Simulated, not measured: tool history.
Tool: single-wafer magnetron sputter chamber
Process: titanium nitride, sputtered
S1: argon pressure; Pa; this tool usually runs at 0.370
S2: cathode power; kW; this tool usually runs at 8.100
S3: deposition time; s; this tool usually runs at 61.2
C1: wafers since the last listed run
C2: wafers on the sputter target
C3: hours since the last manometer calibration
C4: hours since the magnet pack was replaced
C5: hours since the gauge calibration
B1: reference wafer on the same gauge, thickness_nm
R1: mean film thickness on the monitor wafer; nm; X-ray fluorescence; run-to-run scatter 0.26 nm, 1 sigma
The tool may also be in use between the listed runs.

run      day     S1     S2    S3    C1    C2      C3      C4      C5       B1       R1
  1    0.000  0.370  8.100  61.2     0  4626   580.4  2248.4   143.8  107.494   95.694
       5.117  -- sputter target and shields replaced
  2    8.650  0.370  8.100  67.2  2028   861   788.0  2456.0   351.4  107.544  106.141
  3   13.075  0.370  8.100  52.4  1079  1940   894.2  2562.2   457.6  107.506   82.743
  4   15.096  0.370  8.100  52.4   492  2433   942.7  2610.7   506.1  107.493   82.425
  5   18.838  0.370  9.400  61.2   912  3345  1032.5  2700.5   595.9  107.728  111.215
  6   23.117  0.370  9.400  61.2  1043  4389  1135.2  2803.2   698.6  107.618  111.966
      28.496  -- sputter target and shields replaced
  7   29.683  0.370  9.400  61.2  1520   289  1292.8  2960.8   856.2  107.568  112.096
  8   33.346  0.370  7.000  58.1   893  1182  1380.7  3048.7   944.1  107.709   79.101
  9   35.821  0.256  8.100  61.2   603  1786  1440.1  3108.1  1003.5  107.484   99.662
 10   39.212  0.256  8.100  61.2   827  2613  1521.5  3189.5  1084.9  107.606   99.229
 11   41.175  0.256  8.100  61.2   478  3091  1568.6  3236.6  1132.0  107.629   99.323
 12   45.417  0.370  8.100  61.2  1034  4126  1670.4  3338.4  1233.8  107.553   96.268
 13   49.592  0.370  8.100  67.1  1018  5144  1770.6  3438.6  1334.0  107.547  104.846
 14   51.967  0.370  8.100  67.1   579  5723  1827.6  3495.6  1391.0  107.593  104.706
      53.846  -- sputter target and shields replaced
 15   53.867  0.251  9.400  67.4   382     4  1873.2  3541.2  1436.6  107.594  127.825
 16   56.817  0.370  8.100  61.2   719   724  1944.0  3612.0  1507.4  107.486   96.341
      57.567  -- capacitance manometer re-zeroed and calibrated
 17   58.554  0.370  9.150  61.2   342  1066    23.7  3653.7  1549.1  107.553  109.411
 18   60.250  0.435  7.400  65.0   413  1480    64.4  3694.4  1589.8  107.802   92.201
 19   70.946  0.370  8.100  67.2  2608  4088   321.1  3951.1  1846.5  107.653  105.484
 20   72.692  0.265  8.100  73.4   425  4514   363.0  3993.0  1888.4  107.626  118.452
      75.000  -- magnet pack replaced
 21   76.892  0.370  8.100  61.2   942  5457   463.8    45.4  1989.2  107.529   95.398
      77.650  -- sputter target and shields replaced
 22   79.888  0.370  9.900  52.6   649   545   535.7   117.3  2061.1  107.499  101.431
      82.862  -- gauge calibrated
 23   83.150  0.370  6.450  61.2   795  1341   614.0   195.6     6.9  107.622   77.115
 24   85.196  0.471  8.100  52.7   498  1840   663.1   244.7    56.0  107.573   80.868
 25   89.562  0.300  7.500  73.3  1064  2905   767.9   349.5   160.8  107.675  109.141
 26   93.788  0.370  8.100  61.2  1030  3935   869.3   450.9   262.2  107.584   96.116
 27   96.471  0.260  7.500  69.2   654  4589   933.7   515.3   326.6  107.677  103.644
 28   99.625  0.370  8.100  61.2   769  5359  1009.4   591.0   402.3  107.606   95.258
 29  101.538  0.370  7.300  66.9   466  5825  1055.3   636.9   448.2  107.656   94.152
     104.233  -- sputter target and shields replaced
 30  105.146  0.370  6.900  61.2   798   222  1141.9   723.5   534.8  107.527   82.550
 31  108.279  0.316  8.100  72.7   764   986  1217.1   798.7   610.0  107.491  117.239
 32  112.667  0.273  8.100  61.2  1069  2056  1322.4   904.0   715.3  107.554   98.915
 33  114.575  0.370  7.000  58.1   465  2522  1368.2   949.8   761.1  107.609   79.137
 34  118.579  0.316  9.200  51.9   976  3498  1464.3  1045.9   857.2  107.604   93.800
 35  121.738  0.244  8.100  61.2   770  4268  1540.1  1121.7   933.0  107.557   99.380

Consider 3 possible next runs. They are alternatives, not a sequence: every one starts from the tool as it was left by run 35. What does each give?
  A  121.754  0.370  8.100  61.2   4  4272  1540.5  1122.1  933.4   ?   ?
  B  121.754  0.254  8.700  61.2   4  4272  1540.5  1122.1  933.4   ?   ?
  C  121.754  0.292  8.100  72.1   4  4272  1540.5  1122.1  933.4   ?   ?

run       B1       R1
  A  107.613   96.085
  B  107.613  106.482
  C  107.613  115.600
Without the tool's unlogged condition, the same runs would have read:
run       R1
  A   96.668
  B  107.128
  C  116.301
